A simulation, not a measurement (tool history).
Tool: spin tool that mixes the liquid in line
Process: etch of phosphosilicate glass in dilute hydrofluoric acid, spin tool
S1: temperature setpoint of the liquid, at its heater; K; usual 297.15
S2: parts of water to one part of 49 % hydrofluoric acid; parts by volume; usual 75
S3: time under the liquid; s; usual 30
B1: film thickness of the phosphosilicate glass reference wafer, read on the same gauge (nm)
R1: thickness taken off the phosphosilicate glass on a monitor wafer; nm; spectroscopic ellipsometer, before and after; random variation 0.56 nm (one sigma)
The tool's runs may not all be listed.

run    hour      S1  S2  S3     B1      R1
  1     0.0  297.15  75  30  40.01   61.92
  2   103.6  297.15  75  30  40.00   62.02
  3   211.1  297.15  75  20  39.99   41.30
  4   286.9  293.65  75  30  40.01   53.55
  5   336.8  297.15  75  30  39.99   62.41
  6   559.8  297.15  75  30  39.99   60.93
      586.9  -- gauge calibrated
  7   635.9  297.15  95  30  40.02   46.46
  8   726.2  297.15  75  30  40.00   61.46
  9   820.8  297.15  75  15  40.02   30.33
      830.0  -- hydrofluoric acid flow meter replaced
 10   861.9  297.15  75  30  40.01   58.36
 11   921.8  297.15  50  45  39.99  133.59
      946.5  -- thermometer replaced
 12  1045.2  297.15  75  30  40.02   56.71
     1056.1  -- hydrofluoric acid flow meter replaced, repeated, since the last time left the tool worse
 13  1126.8  300.65  75  30  40.00   72.80
 14  1178.0  298.65  40  15  39.98   66.34
 15  1220.4  297.15  50  30  39.99  100.04

3 ways to go on from here, each from the tool as it stands after run 15. What would each give?
  A  1220.8  297.15  85  30   ?   ?
  B  1220.8  297.15  95  35   ?   ?
  C  1220.8  301.15  50  20   ?   ?

run     B1     R1
  A  40.01  55.74
  B  40.01  57.45
  C  40.01  77.77
Without the tool's hidden state the same runs would have given:
run     R1
  A  56.78
  B  58.54
  C  79.17
